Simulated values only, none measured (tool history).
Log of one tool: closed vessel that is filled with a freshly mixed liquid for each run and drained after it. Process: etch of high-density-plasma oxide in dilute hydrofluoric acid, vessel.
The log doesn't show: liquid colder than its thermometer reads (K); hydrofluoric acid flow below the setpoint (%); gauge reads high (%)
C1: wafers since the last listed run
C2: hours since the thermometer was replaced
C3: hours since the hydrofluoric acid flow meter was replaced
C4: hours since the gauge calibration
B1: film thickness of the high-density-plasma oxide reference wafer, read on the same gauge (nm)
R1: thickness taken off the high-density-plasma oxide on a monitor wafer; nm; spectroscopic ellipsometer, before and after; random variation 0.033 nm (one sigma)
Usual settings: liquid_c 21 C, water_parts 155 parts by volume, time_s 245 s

run 1 hour=0 | liquid_c=21 water_parts=155 time_s=245 | C1=0 C2=2239.8 C3=570.7 C4=341 | B1=60.03 | R1=5.83
run 2 hour=13.6 | liquid_c=21 water_parts=155 time_s=245 | C1=1082 C2=2253.4 C3=584.3 C4=354.6 | B1=59.99 | R1=5.75
run 3 hour=21.5 | liquid_c=21 water_parts=155 time_s=245 | C1=628 C2=2261.3 C3=592.2 C4=362.5 | B1=60 | R1=5.78
run 4 hour=33.8 | liquid_c=21 water_parts=155 time_s=245 | C1=978 C2=2273.6 C3=604.5 C4=374.8 | B1=59.98 | R1=5.73
run 5 hour=42.7 | liquid_c=21 water_parts=155 time_s=175 | C1=708 C2=2282.5 C3=613.4 C4=383.7 | B1=60.03 | R1=4.1
-- hour=55.7 hydrofluoric acid flow meter replaced
run 6 hour=56.2 | liquid_c=21 water_parts=155 time_s=175 | C1=994 C2=2296 C3=0.5 C4=397.2 | B1=60.02 | R1=4.36
run 7 hour=70.2 | liquid_c=21 water_parts=155 time_s=175 | C1=1114 C2=2310 C3=14.5 C4=411.2 | B1=60 | R1=4.36
run 8 hour=83.6 | liquid_c=21 water_parts=155 time_s=280 | C1=1066 C2=2323.4 C3=27.9 C4=424.6 | B1=59.98 | R1=6.96
run 9 hour=95.8 | liquid_c=21 water_parts=155 time_s=280 | C1=971 C2=2335.6 C3=40.1 C4=436.8 | B1=60.01 | R1=6.88
run 10 hour=108.5 | liquid_c=21 water_parts=155 time_s=280 | C1=1010 C2=2348.3 C3=52.8 C4=449.5 | B1=60 | R1=6.89
-- hour=124.1 thermometer replaced
run 11 hour=124.4 | liquid_c=24.5 water_parts=155 time_s=245 | C1=1185 C2=0.3 C3=68.7 C4=465.4 | B1=60.01 | R1=7.78
run 12 hour=131.6 | liquid_c=25 water_parts=130 time_s=390 | C1=573 C2=7.5 C3=75.9 C4=472.6 | B1=60.01 | R1=15.28
run 13 hour=146.7 | liquid_c=21 water_parts=155 time_s=245 | C1=1201 C2=22.6 C3=91 C4=487.7 | B1=60 | R1=6.73
run 14 hour=157.8 | liquid_c=21 water_parts=200 time_s=245 | C1=883 C2=33.7 C3=102.1 C4=498.8 | B1=60 | R1=4.96
run 15 hour=173.6 | liquid_c=21 water_parts=155 time_s=245 | C1=1257 C2=49.5 C3=117.9 C4=514.6 | B1=60.01 | R1=6.69
-- hour=216.4 gauge calibrated
run 16 hour=222.1 | liquid_c=21 water_parts=220 time_s=245 | C1=3860 C2=98 C3=166.4 C4=5.7 | B1=60 | R1=4.35
run 17 hour=236 | liquid_c=21 water_parts=155 time_s=115 | C1=1106 C2=111.9 C3=180.3 C4=19.6 | B1=60.02 | R1=3.09
run 18 hour=248.8 | liquid_c=21 water_parts=155 time_s=115 | C1=1018 C2=124.7 C3=193.1 C4=32.4 | B1=60.01 | R1=3.07
run 19 hour=255.6 | liquid_c=21 water_parts=155 time_s=130 | C1=541 C2=131.5 C3=199.9 C4=39.2 | B1=60.01 | R1=3.48
run 20 hour=264.8 | liquid_c=18 water_parts=210 time_s=350 | C1=732 C2=140.7 C3=209.1 C4=48.4 | B1=59.99 | R1=5.82
run 21 hour=277.8 | liquid_c=18.5 water_parts=155 time_s=110 | C1=1034 C2=153.7 C3=222.1 C4=61.4 | B1=59.99 | R1=2.69
run 22 hour=285.1 | liquid_c=21 water_parts=105 time_s=175 | C1=581 C2=161 C3=229.4 C4=68.7 | B1=60.01 | R1=7.35
run 23 hour=294.8 | liquid_c=21 water_parts=155 time_s=245 | C1=772 C2=170.7 C3=239.1 C4=78.4 | B1=60.03 | R1=6.52
run 24 hour=307.2 | liquid_c=24 water_parts=80 time_s=155 | C1=986 C2=183.1 C3=251.5 C4=90.8 | B1=59.99 | R1=9.87
run 25 hour=320.6 | liquid_c=21 water_parts=155 time_s=245 | C1=1066 C2=196.5 C3=264.9 C4=104.2 | B1=60 | R1=6.52
run 26 hour=335.2 | liquid_c=21 water_parts=155 time_s=155 | C1=1162 C2=211.1 C3=279.5 C4=118.8 | B1=59.99 | R1=4.11
run 27 hour=350.6 | liquid_c=25 water_parts=155 time_s=110 | C1=1225 C2=226.5 C3=294.9 C4=134.2 | B1=59.98 | R1=3.41
run 28 hour=367.5 | liquid_c=21 water_parts=155 time_s=205 | C1=1345 C2=243.4 C3=311.8 C4=151.1 | B1=60.01 | R1=5.42
run 29 hour=382.9 | liquid_c=19 water_parts=225 time_s=190 | C1=1225 C2=258.8 C3=327.2 C4=166.5 | B1=60.01 | R1=2.96
run 30 hour=392.3 | liquid_c=22.5 water_parts=155 time_s=245 | C1=748 C2=268.2 C3=336.6 C4=175.9 | B1=59.97 | R1=6.82
run 31 hour=403 | liquid_c=23 water_parts=220 time_s=345 | C1=851 C2=278.9 C3=347.3 C4=186.6 | B1=60.01 | R1=6.46
run 32 hour=412.7 | liquid_c=21 water_parts=155 time_s=370 | C1=772 C2=288.6 C3=357 C4=196.3 | B1=59.98 | R1=9.66

Forecast each of these 4 alternatives for the next run:
run A hour=413.4 | liquid_c=21 water_parts=155 time_s=245 | C1=55 C2=289.3 C3=357.7 C4=197 | B1=? | R1=?
run B hour=413.4 | liquid_c=24.5 water_parts=130 time_s=125 | C1=55 C2=289.3 C3=357.7 C4=197 | B1=? | R1=?
run C hour=413.4 | liquid_c=24 water_parts=205 time_s=340 | C1=55 C2=289.3 C3=357.7 C4=197 | B1=? | R1=?
run D hour=413.4 | liquid_c=21 water_parts=115 time_s=245 | C1=55 C2=289.3 C3=357.7 C4=197 | B1=? | R1=?

run=A B1=60.04 R1=6.44
run=B B1=60.04 R1=4.62
run=C B1=60.04 R1=7.17
run=D B1=60.04 R1=9.08
Without the tool's hidden state the same runs would have given:
run=A R1=6.88
run=B R1=4.93
run=C R1=7.67
run=D R1=9.68

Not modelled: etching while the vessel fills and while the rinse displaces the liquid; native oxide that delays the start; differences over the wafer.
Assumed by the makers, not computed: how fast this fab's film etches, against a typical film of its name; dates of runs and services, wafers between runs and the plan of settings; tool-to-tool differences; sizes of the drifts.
